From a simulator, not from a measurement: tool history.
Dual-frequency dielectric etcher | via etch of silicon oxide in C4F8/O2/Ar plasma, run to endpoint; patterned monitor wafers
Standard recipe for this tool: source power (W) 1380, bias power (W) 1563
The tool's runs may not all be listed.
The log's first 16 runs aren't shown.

run,hour,source power (W),bias power (W),wafers since the last listed run,hours since the last wet clean,hours since the last source power generator calibration,hours since the last bias power generator calibration,hours since the last upper electrode change,"incoming incoming film thickness, nm",endpoint time (s)
17,206.2,1170,1433,65,58.9,3809.9,3247,66.7,1479.7,412.3
18,213.8,1380,1563,37,66.5,3817.5,3254.6,74.3,1478.6,363.6
19,228.6,1260,1563,72,81.3,3832.3,3269.4,89.1,1478.9,384.1
20,241.4,1200,1563,62,94.1,3845.1,3282.2,101.9,1477.6,398.3
21,247.5,1380,1563,29,100.2,3851.2,3288.3,108,1489.7,366.5
22,264.8,1580,1235,84,117.5,3868.5,3305.6,125.3,1478.1,355.9
# hour 270.6: bias power generator calibrated
23,282.7,1200,1563,68,135.4,3886.4,12.1,143.2,1489.3,405.8
24,300.4,1380,1563,86,153.1,3904.1,29.8,160.9,1485.9,367.1
25,315,1600,1219,71,167.7,3918.7,44.4,175.5,1486.2,364.3
# hour 345.6: source power generator calibrated
26,361.2,1690,1418,206,213.9,15.6,90.6,221.7,1495.7,341.6
27,368.3,1380,1563,34,221,22.7,97.7,228.8,1480.7,364.8
28,377,1090,1695,42,229.7,31.4,106.4,237.5,1499.7,418
29,394,1490,1849,83,246.7,48.4,123.4,254.5,1477.6,329
30,401.4,1220,1770,36,254.1,55.8,130.8,261.9,1485.4,375.7
31,418.2,1380,1286,82,270.9,72.6,147.6,278.7,1485.5,383.9
32,435.5,1380,1831,84,288.2,89.9,164.9,296,1484.5,348.6
33,442.5,1380,1402,34,295.2,96.9,171.9,303,1489.8,376.7
34,456.2,1380,1563,67,308.9,110.6,185.6,316.7,1485.4,365.7
35,465.5,1380,1563,45,318.2,119.9,194.9,326,1471.5,366.1

Forecast each of these 4 alternatives for the next run:
A,466,1380,1563,2,318.7,120.4,195.4,326.5,1475.1,?
B,466,1130,1563,2,318.7,120.4,195.4,326.5,1475.1,?
C,466,1180,1865,2,318.7,120.4,195.4,326.5,1475.1,?
D,466,1180,1859,2,318.7,120.4,195.4,326.5,1475.1,?

run,endpoint time (s)
A,365.7
B,411.3
C,381
D,381.4
Without the tool's unlogged condition, the same runs would have read:
run,endpoint time (s)
A,365.7
B,411.3
C,381
D,381.4
